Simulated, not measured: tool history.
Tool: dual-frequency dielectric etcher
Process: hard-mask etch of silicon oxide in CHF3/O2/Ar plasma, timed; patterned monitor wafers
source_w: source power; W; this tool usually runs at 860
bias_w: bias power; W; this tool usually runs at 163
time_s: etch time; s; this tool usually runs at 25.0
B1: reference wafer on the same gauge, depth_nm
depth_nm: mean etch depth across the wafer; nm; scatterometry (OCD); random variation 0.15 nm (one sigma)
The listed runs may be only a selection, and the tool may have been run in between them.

{"run": 1, "day": 0.0, "source_w": 860, "bias_w": 187, "time_s": 25.0, "B1": 62.6, "depth_nm": 61.2}
{"run": 2, "day": 1.933, "source_w": 860, "bias_w": 163, "time_s": 25.0, "B1": 62.6, "depth_nm": 57.5}
{"run": 3, "day": 3.7, "source_w": 860, "bias_w": 163, "time_s": 25.0, "B1": 62.6, "depth_nm": 57.8}
{"run": 4, "day": 5.338, "source_w": 860, "bias_w": 163, "time_s": 25.0, "B1": 62.6, "depth_nm": 57.5}
{"run": 5, "day": 6.954, "source_w": 920, "bias_w": 163, "time_s": 25.0, "B1": 62.6, "depth_nm": 59.5}
{"run": 6, "day": 8.829, "source_w": 860, "bias_w": 163, "time_s": 25.0, "B1": 62.5, "depth_nm": 57.5}
{"run": 7, "day": 11.092, "source_w": 860, "bias_w": 181, "time_s": 25.0, "B1": 62.6, "depth_nm": 60.4}
{"run": 8, "day": 13.425, "source_w": 960, "bias_w": 163, "time_s": 30.5, "B1": 62.6, "depth_nm": 74.1}
{"run": 9, "day": 15.325, "source_w": 860, "bias_w": 163, "time_s": 25.0, "B1": 62.6, "depth_nm": 57.9}
{"day": 17.379, "done": "wet clean of the chamber"}
{"run": 10, "day": 19.204, "source_w": 1010, "bias_w": 201, "time_s": 30.5, "B1": 62.6, "depth_nm": 81.9}
{"run": 11, "day": 22.033, "source_w": 860, "bias_w": 163, "time_s": 21.5, "B1": 62.6, "depth_nm": 49.8}
{"day": 22.588, "done": "gauge calibrated"}
{"run": 12, "day": 23.65, "source_w": 990, "bias_w": 163, "time_s": 22.0, "B1": 62.6, "depth_nm": 54.2}
{"day": 27.833, "done": "upper electrode replaced"}
{"run": 13, "day": 27.854, "source_w": 1010, "bias_w": 130, "time_s": 29.0, "B1": 62.6, "depth_nm": 65.8}
{"run": 14, "day": 30.15, "source_w": 800, "bias_w": 163, "time_s": 30.0, "B1": 62.6, "depth_nm": 66.8}
{"run": 15, "day": 39.979, "source_w": 860, "bias_w": 163, "time_s": 25.0, "B1": 62.6, "depth_nm": 57.5}
{"run": 16, "day": 41.775, "source_w": 800, "bias_w": 163, "time_s": 30.0, "B1": 62.6, "depth_nm": 66.9}
{"day": 44.225, "done": "wet clean of the chamber"}
{"run": 17, "day": 44.246, "source_w": 860, "bias_w": 163, "time_s": 30.5, "B1": 62.6, "depth_nm": 70.9}
{"run": 18, "day": 46.067, "source_w": 860, "bias_w": 126, "time_s": 25.0, "B1": 62.6, "depth_nm": 52.2}
{"run": 19, "day": 48.271, "source_w": 860, "bias_w": 163, "time_s": 25.0, "B1": 62.7, "depth_nm": 57.7}
{"day": 49.175, "done": "bias power generator calibrated"}
{"run": 20, "day": 52.112, "source_w": 700, "bias_w": 163, "time_s": 27.0, "B1": 62.6, "depth_nm": 55.9}
{"run": 21, "day": 54.025, "source_w": 970, "bias_w": 163, "time_s": 31.5, "B1": 62.6, "depth_nm": 75.5}
{"run": 22, "day": 57.762, "source_w": 860, "bias_w": 185, "time_s": 25.0, "B1": 62.6, "depth_nm": 59.6}
{"run": 23, "day": 61.454, "source_w": 750, "bias_w": 163, "time_s": 28.0, "B1": 62.6, "depth_nm": 59.6}
{"run": 24, "day": 65.142, "source_w": 980, "bias_w": 191, "time_s": 25.0, "B1": 62.6, "depth_nm": 64.1}
{"run": 25, "day": 68.021, "source_w": 1020, "bias_w": 201, "time_s": 22.5, "B1": 62.5, "depth_nm": 59.8}
{"day": 72.292, "done": "wet clean of the chamber"}
{"run": 26, "day": 72.312, "source_w": 860, "bias_w": 163, "time_s": 25.0, "B1": 62.6, "depth_nm": 57.1}
{"run": 27, "day": 74.654, "source_w": 710, "bias_w": 203, "time_s": 21.0, "B1": 62.6, "depth_nm": 47.8}
{"run": 28, "day": 86.342, "source_w": 860, "bias_w": 195, "time_s": 28.5, "B1": 62.6, "depth_nm": 69.4}
{"run": 29, "day": 90.55, "source_w": 860, "bias_w": 189, "time_s": 25.0, "B1": 62.6, "depth_nm": 60.5}

5 ways to go on from here, each from the tool as it stands after run 29. What would each give?
{"run": "A", "day": 90.567, "source_w": 860, "bias_w": 163, "time_s": 25.0, "B1": "?", "depth_nm": "?"}
{"run": "B", "day": 90.567, "source_w": 1010, "bias_w": 150, "time_s": 22.5, "B1": "?", "depth_nm": "?"}
{"run": "C", "day": 90.567, "source_w": 1020, "bias_w": 140, "time_s": 31.0, "B1": "?", "depth_nm": "?"}
{"run": "D", "day": 90.567, "source_w": 780, "bias_w": 163, "time_s": 25.0, "B1": "?", "depth_nm": "?"}
{"run": "E", "day": 90.567, "source_w": 860, "bias_w": 163, "time_s": 29.0, "B1": "?", "depth_nm": "?"}

run=A B1=62.6 depth_nm=57.1
run=B B1=62.6 depth_nm=53.4
run=C B1=62.6 depth_nm=72.0
run=D B1=62.6 depth_nm=54.6
run=E B1=62.6 depth_nm=66.2
Without the tool's hidden state the same runs would have given:
run=A depth_nm=56.6
run=B depth_nm=53.0
run=C depth_nm=71.4
run=D depth_nm=54.1
run=E depth_nm=65.6
